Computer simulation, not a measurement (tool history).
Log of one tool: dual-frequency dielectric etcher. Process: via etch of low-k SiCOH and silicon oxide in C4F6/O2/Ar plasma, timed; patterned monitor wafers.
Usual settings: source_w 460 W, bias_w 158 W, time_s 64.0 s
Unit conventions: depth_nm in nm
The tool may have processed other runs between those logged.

run   hour  source_w  bias_w  time_s  read-back reference wafer on the same gauge, depth_nm  depth_nm
  1    0.0       460     158    64.0                                                  197.0     186.9
  2   19.9       460     158    64.0                                                  197.0     186.9
  3   52.2       460     158    64.0                                                  197.0     186.6
  4   86.9       460     158    64.0                                                  196.6     189.4
  5  116.2       460     158    64.0                                                  197.2     187.7
  6  140.4       460     158    64.0                                                  197.3     187.0
  7  171.1       520     139    64.0                                                  196.7     186.2
  8  199.1       460     158    64.0                                                  197.0     189.6
  9  212.1       460     158    64.0                                                  197.0     194.2
 10  231.0       460     158    64.0                                                  196.9     191.3
 11  258.7       460     139    64.0                                                  196.8     181.5
     303.1  -- wet clean of the chamber
     310.6  -- source power generator calibrated
 12  364.3       460     139    64.0                                                  197.0     176.6
 13  396.2       460     158    64.0                                                  197.2     188.9
     405.1  -- gauge calibrated
 14  479.3       460     158    64.0                                                  196.9     193.7
 15  504.0       500     158    82.0                                                  197.1     253.9
     537.8  -- bias power generator calibrated
 16  538.3       460     158    64.0                                                  197.1     192.0
     567.5  -- upper electrode replaced
 17  570.3       380     182    54.5                                                  196.8     164.9
 18  594.6       460     158    50.0                                                  196.8     151.4
 19  628.6       510     185    50.0                                                  196.8     170.5
 20  656.0       520     158    75.0                                                  196.8     240.8
 21  669.9       460     158    76.0                                                  197.3     234.2
 22  684.5       460     158    50.0                                                  196.8     152.4
 23  701.6       460     158    64.0                                                  197.4     194.5
     735.0  -- wet clean of the chamber
 24  737.2       460     158    64.0                                                  197.0     184.4
 25  753.4       390     158    64.0                                                  197.0     174.5
 26  788.8       460     158    46.0                                                  197.0     134.8
 27  806.2       530     158    49.5                                                  196.6     153.9
 28  819.9       510     158    47.0                                                  197.2     142.3

Branching from run 28: 5 alternative next runs. What would each branch give?
  A  820.3       560     158    64.0                                                      ?         ?
  B  820.3       520     158    83.0                                                      ?         ?
  C  820.3       460     133    75.0                                                      ?         ?
  D  820.3       550     158    73.0                                                      ?         ?
  E  820.3       390     141    76.0                                                      ?         ?

run  read-back reference wafer on the same gauge, depth_nm  depth_nm
  A                                                  197.2     201.5
  B                                                  197.2     253.7
  C                                                  197.2     200.4
  D                                                  197.2     228.2
  E                                                  197.2     195.5
Stripped of hidden state, with their random variation kept, the same runs would have yielded:
run  depth_nm
  A     200.6
  B     252.5
  C     199.4
  D     227.1
  E     194.6

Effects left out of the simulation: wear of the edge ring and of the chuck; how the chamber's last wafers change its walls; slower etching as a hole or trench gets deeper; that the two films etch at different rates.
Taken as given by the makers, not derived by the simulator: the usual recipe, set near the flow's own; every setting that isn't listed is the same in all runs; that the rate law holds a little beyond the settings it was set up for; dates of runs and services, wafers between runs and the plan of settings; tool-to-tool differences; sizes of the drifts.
